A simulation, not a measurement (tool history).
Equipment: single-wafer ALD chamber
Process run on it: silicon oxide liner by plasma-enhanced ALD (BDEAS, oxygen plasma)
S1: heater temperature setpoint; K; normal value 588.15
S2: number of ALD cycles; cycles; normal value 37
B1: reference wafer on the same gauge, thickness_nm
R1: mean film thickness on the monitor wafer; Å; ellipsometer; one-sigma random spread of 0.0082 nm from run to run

| run | hour | S1 | S2 | B1 | R1 |
|---|---|---|---|---|---|
| 1 | 0 | 592.15 | 37 | 2.706 | 32.78 |
| 2 | 13.6 | 592.15 | 37 | 2.711 | 32.94 |
| 3 | 26.5 | 592.15 | 37 | 2.714 | 32.97 |
| 4 | 38.8 | 597.15 | 41 | 2.715 | 36.34 |
| 5 | 53.5 | 579.15 | 37 | 2.721 | 33.54 |
| 6 | 62.6 | 579.15 | 37 | 2.719 | 33.64 |
| 7 | 69.7 | 588.15 | 37 | 2.723 | 33.18 |
| 8 | 82.2 | 588.15 | 37 | 2.723 | 33.33 |
| 9 | 94.1 | 588.15 | 39 | 2.728 | 35.22 |
|  | 95.9 | gauge calibrated |
| 10 | 105.8 | 588.15 | 37 | 2.692 | 32.85 |
| 11 | 122.6 | 597.15 | 37 | 2.687 | 32.54 |
| 12 | 134.4 | 597.15 | 37 | 2.687 | 32.57 |
| 13 | 143.8 | 597.15 | 37 | 2.689 | 32.56 |
| 14 | 154.6 | 588.15 | 37 | 2.691 | 32.94 |
| 15 | 164 | 598.15 | 37 | 2.693 | 32.47 |
| 16 | 173.9 | 588.15 | 37 | 2.692 | 32.94 |
|  | 189 | thermocouple changed; heater temperature recalibrated |
| 17 | 189.5 | 588.15 | 37 | 2.693 | 32.84 |
| 18 | 208.4 | 588.15 | 37 | 2.69 | 32.95 |
| 19 | 217.7 | 588.15 | 37 | 2.695 | 32.84 |
| 20 | 231.5 | 588.15 | 42 | 2.699 | 37.6 |
| 21 | 242.8 | 588.15 | 34 | 2.696 | 30.24 |
| 22 | 256.9 | 574.15 | 34 | 2.699 | 30.74 |
| 23 | 267.5 | 576.15 | 43 | 2.697 | 39.04 |
| 24 | 275.7 | 574.15 | 34 | 2.703 | 30.78 |
| 25 | 318 | 600.15 | 42 | 2.707 | 37 |
| 26 | 327.4 | 594.15 | 34 | 2.711 | 30.11 |
|  | 341.4 | gauge calibrated |
| 27 | 341.5 | 599.15 | 37 | 2.686 | 32.45 |
| 28 | 358.5 | 588.15 | 30 | 2.689 | 26.64 |
| 29 | 371.9 | 588.15 | 37 | 2.691 | 32.89 |
| 30 | 384.9 | 593.15 | 40 | 2.689 | 35.38 |
| 31 | 410.7 | 588.15 | 37 | 2.69 | 32.87 |
| 32 | 418.7 | 576.15 | 43 | 2.691 | 38.8 |
| 33 | 431.1 | 594.15 | 40 | 2.693 | 35.1 |
| 34 | 448.7 | 588.15 | 37 | 2.694 | 32.95 |
| 35 | 460.3 | 577.15 | 37 | 2.697 | 33.49 |
| 36 | 474.3 | 588.15 | 37 | 2.698 | 33.09 |
| 37 | 489.8 | 578.15 | 42 | 2.7 | 37.9 |
| 38 | 504.3 | 588.15 | 37 | 2.702 | 32.97 |
| 39 | 510.7 | 588.15 | 37 | 2.701 | 32.96 |

3 options for the next run, each taken on its own from the tool as it stands now. Forecast them:
| A | 511.2 | 588.15 | 37 | ? | ? |
| B | 511.2 | 574.15 | 41 | ? | ? |
| C | 511.2 | 595.15 | 43 | ? | ? |

| run | B1 | R1 |
|---|---|---|
| A | 2.7 | 33.09 |
| B | 2.7 | 37.32 |
| C | 2.7 | 38.12 |
Had the tool no hidden state, the same runs would have come out as:
| run | R1 |
|---|---|
| A | 32.95 |
| B | 37.16 |
| C | 37.96 |

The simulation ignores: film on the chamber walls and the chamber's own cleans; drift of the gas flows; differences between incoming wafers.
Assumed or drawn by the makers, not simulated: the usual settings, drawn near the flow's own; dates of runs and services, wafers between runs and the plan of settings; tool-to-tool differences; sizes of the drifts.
